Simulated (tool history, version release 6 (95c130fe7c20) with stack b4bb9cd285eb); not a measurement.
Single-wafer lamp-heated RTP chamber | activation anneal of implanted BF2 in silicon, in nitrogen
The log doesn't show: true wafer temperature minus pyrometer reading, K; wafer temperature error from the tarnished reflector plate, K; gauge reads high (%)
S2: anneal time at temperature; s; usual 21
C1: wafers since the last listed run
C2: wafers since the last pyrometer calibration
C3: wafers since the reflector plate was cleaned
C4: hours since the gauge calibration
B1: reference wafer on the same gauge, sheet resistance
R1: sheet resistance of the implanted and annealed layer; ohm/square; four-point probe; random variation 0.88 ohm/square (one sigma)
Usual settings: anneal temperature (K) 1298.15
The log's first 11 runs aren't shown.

Run 12, hour 813.0: usual settings; C1 1173; C2 4269; C3 4532; C4 1436.2; B1 223.84. Result: R1 211.53 ohm/square.
At hour 833.1: gauge calibrated.
Run 13, hour 855.1: usual settings but anneal temperature (K) 1317.15, S2 13 s; C1 698; C2 4967; C3 5230; C4 22.0; B1 224.12. Result: R1 205.36 ohm/square.
Run 14, hour 953.0: usual settings but S2 15 s; C1 1624; C2 6592; C3 6855; C4 119.9; B1 223.87. Result: R1 222.17 ohm/square.
Run 15, hour 1011.0: usual settings but S2 15 s; C1 962; C2 7554; C3 7817; C4 177.9; B1 224.01. Result: R1 222.26 ohm/square.
At hour 1052.8: pyrometer window cleaned and pyrometer calibrated.
Run 16, hour 1061.5: usual settings but S2 24 s; C1 705; C2 144; C3 8522; C4 228.4; B1 224.11. Result: R1 202.53 ohm/square.
At hour 1094.1: reflector plate cleaned.
Run 17, hour 1119.4: usual settings but anneal temperature (K) 1309.15, S2 12 s; C1 827; C2 972; C3 420; C4 286.3; B1 224.08. Result: R1 223.59 ohm/square.
Run 18, hour 1181.3: usual settings but anneal temperature (K) 1278.15; C1 1027; C2 1999; C3 1447; C4 348.2; B1 224.05. Result: R1 246.59 ohm/square.
Run 19, hour 1277.8: usual settings but anneal temperature (K) 1290.15, S2 14 s; C1 1601; C2 3600; C3 3048; C4 444.7; B1 224.03. Result: R1 244.69 ohm/square.
Run 20, hour 1319.3: usual settings but anneal temperature (K) 1328.15; C1 688; C2 4289; C3 3737; C4 486.2; B1 224.19. Result: R1 181.01 ohm/square.
Run 21, hour 1374.7: usual settings but anneal temperature (K) 1328.15, S2 28 s; C1 919; C2 5208; C3 4656; C4 541.6; B1 223.97. Result: R1 174.48 ohm/square.
Run 22, hour 1447.8: usual settings but S2 15 s; C1 1212; C2 6421; C3 5869; C4 614.7; B1 223.95. Result: R1 226.20 ohm/square.
At hour 1502.2: pyrometer window cleaned and pyrometer calibrated.
Run 23, hour 1547.2: usual settings; C1 1516; C2 746; C3 7385; C4 714.1; B1 223.98. Result: R1 209.27 ohm/square.
Run 24, hour 1614.7: usual settings; C1 1119; C2 1866; C3 8505; C4 781.6; B1 224.05. Result: R1 208.75 ohm/square.
At hour 1661.1: reflector plate cleaned.
Run 25, hour 1721.9: usual settings but anneal temperature (K) 1277.15, S2 17 s; C1 1645; C2 3512; C3 1008; C4 888.8; B1 224.03. Result: R1 260.09 ohm/square.
Run 26, hour 1763.6: usual settings but anneal temperature (K) 1311.15, S2 14 s; C1 691; C2 4204; C3 1699; C4 930.5; B1 224.10. Result: R1 211.26 ohm/square.
Run 27, hour 1841.1: usual settings; C1 1285; C2 5490; C3 2985; C4 1008.0; B1 224.01. Result: R1 212.00 ohm/square.
At hour 1901.2: pyrometer window cleaned and pyrometer calibrated.
Run 28, hour 1946.7: usual settings but anneal temperature (K) 1278.15, S2 12 s; C1 1619; C2 754; C3 4605; C4 1113.6; B1 223.84. Result: R1 274.57 ohm/square.
Run 29, hour 1998.5: usual settings but anneal temperature (K) 1319.15, S2 9 s; C1 859; C2 1614; C3 5464; C4 1165.4; B1 223.97. Result: R1 214.65 ohm/square.
Run 30, hour 2071.0: usual settings but anneal temperature (K) 1323.15; C1 1202; C2 2816; C3 6667; C4 1237.9; B1 223.88. Result: R1 184.40 ohm/square.
Run 31, hour 2112.5: usual settings; C1 688; C2 3505; C3 7356; C4 1279.4; B1 224.05. Result: R1 209.02 ohm/square.
Run 32, hour 2185.1: usual settings; C1 1204; C2 4710; C3 8560; C4 1352.0; B1 223.97. Result: R1 208.27 ohm/square.
Run 33, hour 2263.7: usual settings but S2 31 s; C1 1304; C2 6014; C3 9864; C4 1430.6; B1 224.05. Result: R1 193.82 ohm/square.

3 ways to go on from here, each from the tool as it stands after run 33. What would each give?
Run A, hour 2264.1: usual settings but S2 11 s; C1 6; C2 6020; C3 9871; C4 1431.0; B1 ?. Result: R1 ?.
Run B, hour 2264.1: usual settings but anneal temperature (K) 1287.15, S2 15 s; C1 6; C2 6020; C3 9871; C4 1431.0; B1 ?. Result: R1 ?.
Run C, hour 2264.1: usual settings but anneal temperature (K) 1286.15; C1 6; C2 6020; C3 9871; C4 1431.0; B1 ?. Result: R1 ?.

run      B1      R1
  A  224.15  233.46
  B  224.15  237.59
  C  224.15  222.71
Without the tool's hidden state the same runs would have given:
run      R1
  A  246.23
  B  250.04
  C  234.05
